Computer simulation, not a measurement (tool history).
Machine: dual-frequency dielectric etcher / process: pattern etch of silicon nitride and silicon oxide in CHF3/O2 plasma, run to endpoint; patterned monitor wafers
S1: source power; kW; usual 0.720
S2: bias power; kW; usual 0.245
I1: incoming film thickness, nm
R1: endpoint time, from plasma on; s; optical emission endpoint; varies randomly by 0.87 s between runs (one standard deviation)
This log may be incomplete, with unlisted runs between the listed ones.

run,hour,S1,S2,I1,R1
1,0.0,0.720,0.245,208.2,109.8
2,86.6,0.790,0.245,206.9,102.7
# hour 177.1: wet clean of the chamber
3,185.4,0.720,0.245,208.6,107.0
4,253.8,0.720,0.245,207.4,106.0
# hour 299.5: source power generator calibrated
5,300.2,0.720,0.245,206.8,105.4
6,388.2,0.720,0.228,206.0,106.5
7,478.6,0.720,0.228,207.1,107.2
# hour 483.2: bias power generator calibrated
8,567.5,0.720,0.228,208.1,108.6
9,663.4,0.720,0.245,208.0,104.6
10,747.3,0.720,0.245,210.9,105.4
11,797.8,0.720,0.245,207.7,104.5
# hour 900.2: upper electrode replaced
# hour 957.7: wet clean of the chamber, repeated, since the last time left the tool worse
12,1119.8,0.720,0.245,208.1,109.3
13,1166.3,0.720,0.245,209.7,110.8
14,1234.5,0.720,0.245,208.0,109.5
15,1271.3,0.720,0.245,207.6,108.8
16,1367.0,0.570,0.271,207.5,117.4
17,1452.1,0.550,0.228,209.0,130.2
18,1532.6,0.720,0.245,206.4,107.9
19,1615.4,0.820,0.195,206.9,107.1
20,1692.0,0.810,0.209,208.1,105.6
# hour 1744.6: wet clean of the chamber
21,1745.1,0.720,0.245,207.9,110.2
22,1804.4,0.550,0.260,208.0,127.3
23,1900.9,0.560,0.286,203.5,117.3
24,1958.3,0.540,0.268,209.5,126.2
25,2016.9,0.720,0.245,208.7,109.4
26,2069.8,0.880,0.303,209.8,93.6
27,2154.9,0.600,0.245,206.3,121.5
28,2207.3,0.720,0.245,208.1,109.4
29,2321.8,0.720,0.245,207.8,108.2
30,2382.4,0.860,0.260,207.1,97.1
# hour 2422.8: wet clean of the chamber
31,2435.0,0.560,0.283,207.9,120.7
32,2496.2,0.890,0.245,208.3,99.5
33,2555.9,0.770,0.245,206.5,107.1
34,2616.2,0.630,0.209,209.7,125.2
35,2671.1,0.580,0.245,209.4,125.1

What the log doesn't show, run by run:
source power that arrives over what is set, %: 0 in every run
bias power that arrives over what is set, %: 0 in every run
H1: etch rate over this chamber's usual, %
run,H1
1,1.66
2,2
3,3.96
4,4.23
5,4.41
6,4.75
7,5.1
8,5.44
9,5.81
10,6.14
11,6.33
12,0.799
13,0.979
14,1.24
15,1.39
16,1.76
17,2.09
18,2.4
19,2.72
20,3.02
21,-0.254
22,-0.0241
23,0.35
24,0.572
25,0.799
26,1
27,1.33
28,1.54
29,1.98
30,2.22
31,-0.321
32,-0.0844
33,0.147
34,0.381
35,0.593

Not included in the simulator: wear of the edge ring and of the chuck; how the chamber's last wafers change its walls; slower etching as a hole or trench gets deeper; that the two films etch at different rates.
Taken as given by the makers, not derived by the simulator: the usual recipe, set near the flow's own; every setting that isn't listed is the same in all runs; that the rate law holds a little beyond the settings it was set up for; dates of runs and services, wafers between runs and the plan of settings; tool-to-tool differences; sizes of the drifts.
